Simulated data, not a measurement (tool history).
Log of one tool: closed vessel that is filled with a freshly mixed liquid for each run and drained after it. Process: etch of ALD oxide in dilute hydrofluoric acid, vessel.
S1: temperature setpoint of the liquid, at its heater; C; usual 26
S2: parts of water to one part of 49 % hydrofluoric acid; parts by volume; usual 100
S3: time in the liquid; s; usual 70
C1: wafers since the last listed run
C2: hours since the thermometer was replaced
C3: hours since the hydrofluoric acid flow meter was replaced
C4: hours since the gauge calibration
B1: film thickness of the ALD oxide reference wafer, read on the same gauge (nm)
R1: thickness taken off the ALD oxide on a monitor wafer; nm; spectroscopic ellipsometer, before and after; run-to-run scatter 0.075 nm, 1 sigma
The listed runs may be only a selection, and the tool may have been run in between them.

run 1 hour=0 | S1=26 S2=100 S3=70 | C1=0 C2=277.6 C3=560.2 C4=98.2 | B1=110 | R1=17.29
run 2 hour=14.4 | S1=26 S2=100 S3=70 | C1=1818 C2=292 C3=574.6 C4=112.6 | B1=110.02 | R1=17.39
run 3 hour=28.6 | S1=26 S2=100 S3=70 | C1=1793 C2=306.2 C3=588.8 C4=126.8 | B1=109.97 | R1=17.41
run 4 hour=49.8 | S1=24.5 S2=100 S3=70 | C1=2677 C2=327.4 C3=610 C4=148 | B1=110.01 | R1=16.52
run 5 hour=82.8 | S1=24.5 S2=100 S3=70 | C1=4167 C2=360.4 C3=643 C4=181 | B1=109.99 | R1=16.38
run 6 hour=102.1 | S1=24.5 S2=100 S3=70 | C1=2437 C2=379.7 C3=662.3 C4=200.3 | B1=109.99 | R1=16.54
run 7 hour=122.4 | S1=26 S2=135 S3=70 | C1=2563 C2=400 C3=682.6 C4=220.6 | B1=110 | R1=12.47
run 8 hour=146 | S1=26 S2=135 S3=70 | C1=2980 C2=423.6 C3=706.2 C4=244.2 | B1=109.99 | R1=12.56
-- hour=167.9 hydrofluoric acid flow meter replaced
run 9 hour=178.2 | S1=25 S2=100 S3=70 | C1=3940 C2=455.8 C3=10.3 C4=276.4 | B1=109.99 | R1=18.02
-- hour=185.6 thermometer replaced
run 10 hour=201.7 | S1=25 S2=100 S3=70 | C1=2841 C2=16.1 C3=33.8 C4=299.9 | B1=110.05 | R1=18.07
run 11 hour=226.9 | S1=25 S2=100 S3=70 | C1=3182 C2=41.3 C3=59 C4=325.1 | B1=109.98 | R1=18.16
run 12 hour=246.3 | S1=26 S2=135 S3=70 | C1=2450 C2=60.7 C3=78.4 C4=344.5 | B1=110 | R1=13.44
run 13 hour=277.8 | S1=24.5 S2=100 S3=70 | C1=3978 C2=92.2 C3=109.9 C4=376 | B1=110.03 | R1=17.7
-- hour=290.6 hydrofluoric acid flow meter replaced, repeated, since the last time left the tool worse
run 14 hour=305 | S1=26 S2=130 S3=45 | C1=3308 C2=119.4 C3=14.4 C4=403.2 | B1=109.98 | R1=7.82
run 15 hour=332.5 | S1=24 S2=100 S3=110 | C1=3472 C2=146.9 C3=41.9 C4=430.7 | B1=110 | R1=23.49
run 16 hour=368.2 | S1=21 S2=140 S3=70 | C1=4508 C2=182.6 C3=77.6 C4=466.4 | B1=110.02 | R1=9.2
run 17 hour=381.7 | S1=22.5 S2=140 S3=70 | C1=1704 C2=196.1 C3=91.1 C4=479.9 | B1=110 | R1=9.79
-- hour=392 gauge calibrated
run 18 hour=403.3 | S1=26 S2=100 S3=70 | C1=2727 C2=217.7 C3=112.7 C4=11.3 | B1=110.01 | R1=16.48
run 19 hour=435 | S1=22.5 S2=50 S3=30 | C1=4003 C2=249.4 C3=144.4 C4=43 | B1=110.01 | R1=13.2
run 20 hour=461.1 | S1=24 S2=85 S3=45 | C1=3296 C2=275.5 C3=170.5 C4=69.1 | B1=110.01 | R1=11.79
run 21 hour=474.8 | S1=23 S2=100 S3=70 | C1=1730 C2=289.2 C3=184.2 C4=82.8 | B1=110 | R1=14.92
run 22 hour=495.7 | S1=24.5 S2=140 S3=45 | C1=2639 C2=310.1 C3=205.1 C4=103.7 | B1=110.02 | R1=6.93

What differs in the tool's unlogged condition from the final listed run ahead of each entry between runs to the first listed run following it?
Run 8 -> run 9: hydrofluoric acid flow meter replaced (hour 167.9)
  hydrofluoric acid flow above the setpoint (%): 8.06 -> 14.5
  the result without the hidden state subtracted from the measured one, R1: +1.08 -> +2.53 nm
Run 9 -> run 10: thermometer replaced (hour 185.6)
  hydrofluoric acid flow above the setpoint (%): 14.5 -> 14.7
  the result without the hidden state subtracted from the measured one, R1: +2.53 -> +2.58 nm
Run 13 -> run 14: hydrofluoric acid flow meter replaced, repeated, since the last time left the tool worse (hour 290.6)
  hydrofluoric acid flow above the setpoint (%): 15.5 -> 1.02
  the result without the hidden state subtracted from the measured one, R1: +2.63 -> +0.09 nm
Run 17 -> run 18: gauge calibrated (hour 392)
  hydrofluoric acid flow above the setpoint (%): 1.79 -> 2
  the result without the hidden state subtracted from the measured one, R1: +0.2 -> +0.37 nm
